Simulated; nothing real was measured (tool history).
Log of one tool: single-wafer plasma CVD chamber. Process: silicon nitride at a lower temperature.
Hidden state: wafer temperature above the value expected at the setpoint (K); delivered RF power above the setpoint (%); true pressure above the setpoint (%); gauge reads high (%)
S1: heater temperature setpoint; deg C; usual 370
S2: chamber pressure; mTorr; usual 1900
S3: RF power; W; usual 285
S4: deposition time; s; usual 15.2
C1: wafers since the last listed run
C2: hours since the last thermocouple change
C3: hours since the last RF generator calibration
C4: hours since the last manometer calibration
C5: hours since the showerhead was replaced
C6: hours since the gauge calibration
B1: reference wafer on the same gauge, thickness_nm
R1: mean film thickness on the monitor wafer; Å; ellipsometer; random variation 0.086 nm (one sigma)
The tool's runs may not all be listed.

run    hour   S1    S2   S3    S4    C1      C2      C3      C4      C5      C6      B1      R1
  1       0  370  1900  285  15.2     0    1111   908.7   482.1  5798.6  1599.4  16.372  169.91
  2    93.9  370  1900  285  15.2  1679  1204.9  1002.6     576  5892.5  1693.3  16.406  170.35
  3   197.4  370  1900  285  15.2  1850  1308.4  1106.1   679.5    5996  1796.8  16.422  171.24
  4   239.7  374  1900  285  15.2   756  1350.7  1148.4   721.8  6038.3  1839.1  16.409  170.08
      291.7  -- thermocouple changed; heater temperature recalibrated
  5   292.2  374  1900  285  15.2   795     0.5  1200.9   774.3  6090.8  1891.6  16.388  169.36
  6   380.5  370  1900  285  15.2  1579    88.8  1289.2   862.6  6179.1  1979.9  16.418  170.21
  7   484.7  370  1900  285  15.2  1863     193  1393.4   966.8  6283.3  2084.1  16.381   171.3
  8   558.7  370  1900  285  15.2  1323     267  1467.4  1040.8  6357.3  2158.1  16.389   170.4
  9   598.6  370  1900  285  15.2   713   306.9  1507.3  1080.7  6397.2    2198  16.424  170.16
      622.3  -- gauge calibrated
 10   697.3  370  1900  285  15.2  1765   405.6    1606  1179.4  6495.9      75   16.38  170.89
 11   792.3  370  1900  285  15.2  1698   500.6    1701  1274.4  6590.9     170  16.393  169.86
 12   876.5  380  1900  330  17.9  1505   584.8  1785.2  1358.6  6675.1   254.2  16.371  226.85
 13   966.5  359  1680  305  12.3  1609   674.8  1875.2  1448.6  6765.1   344.2  16.417  141.74
 14  1070.6  379  2320  285  17.8  1861   778.9  1979.3  1552.7  6869.2   448.3  16.399  209.72
 15  1162.7  370  1900  285  15.2  1647     871  2071.4  1644.8  6961.3   540.4  16.414  167.56
       1193  -- capacitance manometer re-zeroed and calibrated
 16  1222.9  370  1900  235  15.2   933   931.2  2131.6    29.9  7021.5   600.6  16.417  137.14
     1294.4  -- showerhead replaced
     1467.5  -- RF generator calibrated
 17    1468  370  1760  285  16.2  4097  1176.3     0.5     275   173.6   845.7  16.424  177.68
     1494.6  -- thermocouple changed; heater temperature recalibrated
 18  1569.6  370  1900  285  15.2  1673      75   102.1   376.6   275.2   947.3   16.38  168.82
 19  1613.3  378  1900  285    13   781   118.7   145.8   420.3   318.9     991  16.397  144.96
 20  1678.6  370  1900  285  15.2  1167     184   211.1   485.6   384.2  1056.3   16.41  168.97
 21  1785.5  370  1900  285  15.2  1911   290.9     318   592.5   491.1  1163.2  16.438  170.15
 22  1889.7  370  1900  285  15.2  1863   395.1   422.2   696.7   595.3  1267.4  16.356  169.96
 23  1936.3  370  2210  285  16.1   833   441.7   468.8   743.3   641.9    1314  16.438     187
 24  1997.8  370  1900  285  15.2  1099   503.2   530.3   804.8   703.4  1375.5  16.397  168.82
 25  2072.4  375  1900  285  15.2  1334   577.8   604.9   879.4     778  1450.1  16.413  168.59
 26  2123.2  370  1900  285  15.2   908   628.6   655.7   930.2   828.8  1500.9  16.423  170.41
 27    2167  365  1900  285  15.2   783   672.4   699.5     974   872.6  1544.7  16.414  169.27
 28  2207.4  370  1900  340  16.6   722   712.8   739.9  1014.4     913  1585.1  16.421  216.77
 29  2289.2  366  1670  335  13.9  1462   794.6   821.7  1096.2   994.8  1666.9  16.391   172.4

3 ways to go on from here, each from the tool as it stands after run 29. What would each give?
  A  2289.6  370  1900  285  15.2   7  795  822.1  1096.6  995.2  1667.3   ?   ?
  B  2289.6  361  1900  265  15.2   7  795  822.1  1096.6  995.2  1667.3   ?   ?
  C  2289.6  370  1780  285  17.8   7  795  822.1  1096.6  995.2  1667.3   ?   ?

run      B1      R1
  A  16.415  171.17
  B  16.415  159.73
  C  16.415  196.51
Without the tool's hidden state the same runs would have given:
run      R1
  A  171.17
  B  159.73
  C  196.51
